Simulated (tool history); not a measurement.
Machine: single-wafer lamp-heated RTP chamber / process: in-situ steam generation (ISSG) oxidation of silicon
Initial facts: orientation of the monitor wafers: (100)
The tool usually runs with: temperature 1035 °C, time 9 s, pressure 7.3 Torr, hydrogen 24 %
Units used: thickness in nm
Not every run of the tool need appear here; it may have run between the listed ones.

run,day,temperature,time,pressure,hydrogen,wafers since the last listed run,wafers since the last pyrometer calibration,hours since the pressure gauge was zeroed,hours since the hydrogen flow controller was replaced,hours since the gauge calibration,"read-back reference wafer on the same gauge, thickness",thickness
1,0,1035,9,7.3,24,0,4564,1412.6,3182.1,31.1,4.191,4.485
2,0.258,1035,9,7.3,24,65,4630,1418.8,3188.3,37.3,4.19,4.505
3,0.933,1035,11,7.3,24,171,4801,1435,3204.5,53.5,4.192,4.942
4,1.262,1035,11,7.3,24,83,4885,1442.9,3212.4,61.4,4.187,4.961
5,1.629,1035,9,7.3,24,93,4978,1451.7,3221.2,70.2,4.188,4.497
6,2.042,1035,9,7.3,24,104,5082,1461.6,3231.1,80.1,4.19,4.486
7,2.554,1035,9,7.3,24,130,5213,1473.9,3243.4,92.4,4.191,4.513
# day 3: pressure gauge zeroed
8,3.321,1035,9,7.3,27,109,5323,7.7,3261.8,110.8,4.189,4.652
# day 3.871: hydrogen flow controller replaced
9,3.892,1035,9,7.3,27,60,5383,21.4,0.5,124.5,4.192,4.663
10,4.008,1035,9,7.3,15,29,5412,24.2,3.3,127.3,4.19,3.974
11,4.512,1035,10,7.3,24,127,5540,36.3,15.4,139.4,4.193,4.778
# day 4.554: gauge calibrated
# day 5.412: pyrometer window cleaned and pyrometer calibrated
12,5.433,1022,9,7.3,24,149,5,58.4,37.5,21.1,4.19,4.383
13,5.538,1055,12,7.9,28,26,31,60.9,40,23.6,4.19,6.116
14,5.971,1043,12,7.3,24,109,141,71.3,50.4,34,4.191,5.506
15,6.383,1035,9,7.3,24,104,246,81.2,60.3,43.9,4.19,4.655
# day 6.846: pyrometer window cleaned and pyrometer calibrated, repeated, since the last time left the tool worse
16,6.867,1025,9,7.3,28,38,5,92.8,71.9,55.5,4.188,4.418
17,7.083,1035,9,7.3,24,54,60,98,77.1,60.7,4.19,4.395
18,7.55,1022,9,7.3,24,118,178,109.2,88.3,71.9,4.19,4.198
19,7.904,1035,9,6.9,16,89,268,117.7,96.8,80.4,4.192,3.924

The tool's hidden state at each run:
true pressure minus gauge reading, Torr: 0 in every run
deviation of the hydrogen flow from its setpoint, %: 0 in every run
gauge reads high (%): 0 in every run
H1: true wafer temperature minus pyrometer reading, K
run,H1
1,5.42
2,5.5
3,5.7
4,5.8
5,5.91
6,6.03
7,6.19
8,6.41
9,6.59
10,6.62
11,6.77
12,12.6
13,12.6
14,12.7
15,12.9
16,0.0233
17,0.0881
18,0.228
19,0.333

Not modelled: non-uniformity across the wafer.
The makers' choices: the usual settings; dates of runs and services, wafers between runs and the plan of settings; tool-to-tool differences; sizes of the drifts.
